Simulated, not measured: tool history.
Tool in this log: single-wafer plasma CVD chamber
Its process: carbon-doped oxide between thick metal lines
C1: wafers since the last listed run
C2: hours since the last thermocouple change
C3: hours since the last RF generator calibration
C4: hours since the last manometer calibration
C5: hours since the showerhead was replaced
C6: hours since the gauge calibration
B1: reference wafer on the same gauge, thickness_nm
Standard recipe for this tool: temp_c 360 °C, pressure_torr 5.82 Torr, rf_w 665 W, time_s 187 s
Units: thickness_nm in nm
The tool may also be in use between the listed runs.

Run 1, hour 0.0: usual settings but pressure_torr 6.89 Torr; C1 0; C2 932.9; C3 514.5; C4 2002.1; C5 4955.9; C6 372.3; B1 1100.604. Result: thickness_nm 1076.199 nm.
Run 2, hour 21.1: usual settings but pressure_torr 6.11 Torr, rf_w 575 W; C1 138; C2 954.0; C3 535.6; C4 2023.2; C5 4977.0; C6 393.4; B1 1100.286. Result: thickness_nm 997.562 nm.
Run 3, hour 45.6: usual settings but pressure_torr 6.11 Torr, rf_w 575 W; C1 160; C2 978.5; C3 560.1; C4 2047.7; C5 5001.5; C6 417.9; B1 1100.153. Result: thickness_nm 994.315 nm.
Run 4, hour 75.0: usual settings but pressure_torr 6.11 Torr, rf_w 575 W; C1 192; C2 1007.9; C3 589.5; C4 2077.1; C5 5030.9; C6 447.3; B1 1100.868. Result: thickness_nm 990.108 nm.
Run 5, hour 87.9: usual settings; C1 84; C2 1020.8; C3 602.4; C4 2090.0; C5 5043.8; C6 460.2; B1 1098.673. Result: thickness_nm 1055.123 nm.
Run 6, hour 112.6: usual settings; C1 161; C2 1045.5; C3 627.1; C4 2114.7; C5 5068.5; C6 484.9; B1 1100.025. Result: thickness_nm 1052.079 nm.
Run 7, hour 127.2: usual settings; C1 95; C2 1060.1; C3 641.7; C4 2129.3; C5 5083.1; C6 499.5; B1 1096.879. Result: thickness_nm 1060.785 nm.
Run 8, hour 162.2: usual settings but rf_w 695 W; C1 229; C2 1095.1; C3 676.7; C4 2164.3; C5 5118.1; C6 534.5; B1 1102.187. Result: thickness_nm 1083.690 nm.
Run 9, hour 182.3: usual settings but rf_w 695 W; C1 131; C2 1115.2; C3 696.8; C4 2184.4; C5 5138.2; C6 554.6; B1 1100.118. Result: thickness_nm 1078.057 nm.
Run 10, hour 194.4: usual settings but rf_w 695 W; C1 79; C2 1127.3; C3 708.9; C4 2196.5; C5 5150.3; C6 566.7; B1 1101.012. Result: thickness_nm 1076.009 nm.
At hour 200.3: gauge calibrated.
Run 11, hour 210.0: usual settings; C1 102; C2 1142.9; C3 724.5; C4 2212.1; C5 5165.9; C6 9.7; B1 1099.500. Result: thickness_nm 1045.407 nm.
At hour 236.9: showerhead replaced.
Run 12, hour 237.4: usual settings; C1 127; C2 1170.3; C3 751.9; C4 2239.5; C5 0.5; C6 37.1; B1 1100.298. Result: thickness_nm 1051.345 nm.
Run 13, hour 253.3: usual settings but temp_c 352 °C, pressure_torr 6.42 Torr, rf_w 625 W; C1 104; C2 1186.2; C3 767.8; C4 2255.4; C5 16.4; C6 53.0; B1 1101.120. Result: thickness_nm 1058.407 nm.
Run 14, hour 280.3: usual settings but temp_c 369 °C; C1 176; C2 1213.2; C3 794.8; C4 2282.4; C5 43.4; C6 80.0; B1 1099.038. Result: thickness_nm 1034.071 nm.
Run 15, hour 299.1: usual settings but temp_c 365 °C; C1 123; C2 1232.0; C3 813.6; C4 2301.2; C5 62.2; C6 98.8; B1 1099.162. Result: thickness_nm 1041.132 nm.
At hour 322.9: capacitance manometer re-zeroed and calibrated.
Run 16, hour 323.4: usual settings but pressure_torr 7.10 Torr, rf_w 755 W; C1 106; C2 1256.3; C3 837.9; C4 0.5; C5 86.5; C6 123.1; B1 1100.004. Result: thickness_nm 1142.671 nm.
Run 17, hour 338.0: usual settings but temp_c 371 °C, pressure_torr 6.90 Torr; C1 95; C2 1270.9; C3 852.5; C4 15.1; C5 101.1; C6 137.7; B1 1101.142. Result: thickness_nm 1041.748 nm.
Run 18, hour 365.7: usual settings; C1 181; C2 1298.6; C3 880.2; C4 42.8; C5 128.8; C6 165.4; B1 1101.568. Result: thickness_nm 1048.225 nm.
At hour 379.8: RF generator calibrated.
Run 19, hour 380.3: usual settings but pressure_torr 4.90 Torr, time_s 206 s; C1 43; C2 1313.2; C3 0.5; C4 57.4; C5 143.4; C6 180.0; B1 1100.017. Result: thickness_nm 1103.072 nm.
Run 20, hour 409.1: usual settings but temp_c 351 °C, pressure_torr 7.05 Torr, rf_w 700 W, time_s 217 s; C1 188; C2 1342.0; C3 29.3; C4 86.2; C5 172.2; C6 208.8; B1 1101.868. Result: thickness_nm 1265.399 nm.
Run 21, hour 439.1: usual settings; C1 196; C2 1372.0; C3 59.3; C4 116.2; C5 202.2; C6 238.8; B1 1099.231. Result: thickness_nm 1014.613 nm.
Run 22, hour 471.6: usual settings but rf_w 615 W; C1 212; C2 1404.5; C3 91.8; C4 148.7; C5 234.7; C6 271.3; B1 1100.341. Result: thickness_nm 983.882 nm.
At hour 481.1: thermocouple changed; heater temperature recalibrated.
At hour 496.4: RF generator calibrated, repeated, since the last time left the tool worse.
Run 23, hour 501.4: usual settings but temp_c 350 °C; C1 90; C2 20.3; C3 5.0; C4 178.5; C5 264.5; C6 301.1; B1 1098.307. Result: thickness_nm 1100.002 nm.
Run 24, hour 543.0: usual settings but temp_c 347 °C, pressure_torr 4.42 Torr, rf_w 590 W, time_s 158 s; C1 272; C2 61.9; C3 46.6; C4 220.1; C5 306.1; C6 342.7; B1 1101.226. Result: thickness_nm 855.550 nm.
Run 25, hour 569.1: usual settings but rf_w 730 W, time_s 198 s; C1 171; C2 88.0; C3 72.7; C4 246.2; C5 332.2; C6 368.8; B1 1099.855. Result: thickness_nm 1193.663 nm.

Expected results for the next run?
Run 26, hour 597.1: usual settings but temp_c 368 °C, pressure_torr 7.03 Torr, time_s 155 s; C1 183; C2 116.0; C3 100.7; C4 274.2; C5 360.2; C6 396.8; B1 ?. Result: thickness_nm ?.

B1: 1099.432
thickness_nm: 886.666 nm
With no hidden state in the tool, this same run would have given thickness_nm 888.155 nm.
